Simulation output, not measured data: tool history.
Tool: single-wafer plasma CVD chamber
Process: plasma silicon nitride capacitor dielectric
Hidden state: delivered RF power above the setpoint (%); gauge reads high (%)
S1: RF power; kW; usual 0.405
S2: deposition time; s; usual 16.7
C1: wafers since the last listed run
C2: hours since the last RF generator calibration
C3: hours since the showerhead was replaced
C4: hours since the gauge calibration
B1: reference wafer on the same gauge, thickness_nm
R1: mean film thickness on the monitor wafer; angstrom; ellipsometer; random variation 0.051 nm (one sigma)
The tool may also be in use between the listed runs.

run    hour     S1    S2    C1      C2      C3      C4      B1      R1
  1       0   0.38  17.7     0    1642  6133.4   820.6  19.009  231.87
       79.3  -- RF generator calibrated
  2    79.8   0.38  17.7  1912     0.5  6213.2   900.4  18.999  236.65
  3   115.5  0.425  16.7   950    36.2  6248.9   936.1  18.992  233.48
  4   156.3  0.425  16.7  1086      77  6289.7   976.9  18.991   233.1
  5   224.5  0.405  16.7  1816   145.2  6357.9  1045.1      19     229
  6   290.8   0.45  16.7  1765   211.5  6424.2  1111.4  18.998  238.06
  7   360.5   0.45  16.7  1856   281.2  6493.9  1181.1  19.011  238.63
  8   406.4  0.405  16.7  1222   327.1  6539.8    1227  19.012  227.33
  9   445.7  0.405  16.7  1046   366.4  6579.1  1266.3  19.004  228.74
 10   502.5  0.405  16.7  1512   423.2  6635.9  1323.1  18.997  227.65
 11   674.6  0.405  16.7  4583   595.3    6808  1495.2  18.998  227.07
 12   961.4  0.405  16.7  7637   882.1  7094.8    1782  19.006  227.39
     1019.4  -- gauge calibrated
 13  1037.4  0.405  16.7  2023   958.1  7170.8      18  18.977  227.62
     1116.4  -- showerhead replaced
 14    1134  0.405  15.5  2359  1054.7    17.6   114.6   19.02  210.48
 15  1200.6  0.405  16.7  1773  1121.3    84.2   181.2  19.007  226.48
 16  1299.7   0.37  18.1  2639  1220.4   183.3   280.3  19.002  237.29
 17  1349.1   0.45  15.1  1315  1269.8   232.7   329.7   19.01  214.05
 18  1385.4  0.405  16.7   966  1306.1     269     366  18.993  226.21
 19  1428.3  0.405  16.7  1142    1349   311.9   408.9  18.991  225.42
 20  1499.8  0.405  15.4  1904  1420.5   383.4   480.4  19.013  208.34
 21  1578.2  0.455  18.5  2087  1498.9   461.8   558.8  19.012  260.94
 22  1681.9  0.405  16.7  2761  1602.6   565.5   662.5  19.019  225.35
     1694.9  -- RF generator calibrated
 23  1778.2  0.325  18.7  2351    83.3   661.8   758.8  19.004  234.23
 24  1835.5   0.34  19.7  1525   140.6   719.1   816.1  19.016  251.75
 25  1905.3   0.37    18  1858   210.4   788.9   885.9  19.011  238.05
 26  1962.9  0.355  13.4  1533     268   846.5   943.5  18.996  173.76
 27  2003.2   0.33    14  1073   308.3   886.8   983.8  18.991  176.69
 28  2048.1   0.45  14.2  1195   353.2   931.7  1028.7  19.006  202.76
 29  2155.4  0.405  16.7  2857   460.5    1039    1136      19  227.87

4 ways to go on from here, each from the tool as it stands after run 29. What would each give?
  A  2155.8  0.405  16.7  10  460.9  1039.4  1136.4   ?   ?
  B  2155.8  0.365  18.4  10  460.9  1039.4  1136.4   ?   ?
  C  2155.8  0.345  17.7  10  460.9  1039.4  1136.4   ?   ?
  D  2155.8  0.405  17.7  10  460.9  1039.4  1136.4   ?   ?

run  B1      R1
  A  19  227.68
  B  19  240.42
  C  19  225.84
  D  19  241.32
Without the tool's hidden state the same runs would have given:
run      R1
  A  229.25
  B  242.07
  C   227.4
  D  242.97
